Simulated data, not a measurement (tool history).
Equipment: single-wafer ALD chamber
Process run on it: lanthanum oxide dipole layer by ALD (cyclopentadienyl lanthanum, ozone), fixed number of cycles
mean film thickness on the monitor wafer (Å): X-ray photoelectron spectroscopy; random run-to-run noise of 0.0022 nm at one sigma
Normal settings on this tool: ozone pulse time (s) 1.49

| run | day | ozone pulse time (s) | read-back reference wafer on the same gauge, thickness_nm | mean film thickness on the monitor wafer (Å) |
|---|---|---|---|---|
| 1 | 0 | 1.49 | 0.645 | 5.53 |
| 2 | 0.725 | 1.49 | 0.645 | 5.54 |
| 3 | 1.838 | 1.49 | 0.646 | 5.54 |
| 4 | 2.346 | 1.49 | 0.646 | 5.54 |
| 5 | 3.196 | 1.17 | 0.647 | 5.37 |
| 6 | 4.071 | 1.17 | 0.648 | 5.36 |
| 7 | 5.112 | 1.17 | 0.649 | 5.33 |
| 8 | 9.512 | 1.49 | 0.654 | 5.64 |
| 9 | 10.571 | 1.05 | 0.655 | 5.33 |
|  | 10.858 | gauge calibrated |
|  | 12.275 | showerhead replaced |
| 10 | 12.296 | 1.05 | 0.64 | 5.19 |
| 11 | 13.083 | 1.31 | 0.64 | 5.42 |
| 12 | 14.542 | 1.88 | 0.64 | 5.65 |
| 13 | 15.471 | 1.88 | 0.641 | 5.64 |
|  | 16.208 | ozone generator serviced |
| 14 | 16.621 | 2.06 | 0.641 | 5.72 |
|  | 17.025 | thermocouple changed; heater temperature recalibrated |
| 15 | 17.196 | 1.08 | 0.641 | 5.19 |
| 16 | 18.304 | 1.9 | 0.641 | 5.7 |
| 17 | 19.754 | 0.95 | 0.642 | 5.07 |
| 18 | 20.604 | 1.74 | 0.643 | 5.66 |
| 19 | 21.412 | 1.17 | 0.644 | 5.36 |
| 20 | 22.138 | 1.11 | 0.644 | 5.28 |
| 21 | 22.933 | 0.98 | 0.645 | 5.15 |
| 22 | 24.217 | 1.49 | 0.645 | 5.54 |
| 23 | 24.892 | 1.3 | 0.646 | 5.43 |
| 24 | 25.679 | 1.49 | 0.647 | 5.55 |
| 25 | 26.233 | 1.49 | 0.648 | 5.58 |
| 26 | 27.233 | 1.9 | 0.649 | 5.73 |
| 27 | 29.538 | 1.29 | 0.651 | 5.52 |

Below are 3 alternative next runs, each starting from the tool's condition after run 27. Predict each:
| A | 29.554 | 1.49 | ? | ? |
| B | 29.554 | 1.14 | ? | ? |
| C | 29.554 | 1.79 | ? | ? |

| run | read-back reference wafer on the same gauge, thickness_nm | mean film thickness on the monitor wafer (Å) |
|---|---|---|
| A | 0.651 | 5.61 |
| B | 0.651 | 5.36 |
| C | 0.651 | 5.73 |
Without the tool's unlogged condition, the same runs would have read:
| run | mean film thickness on the monitor wafer (Å) |
|---|---|
| A | 5.52 |
| B | 5.28 |
| C | 5.64 |
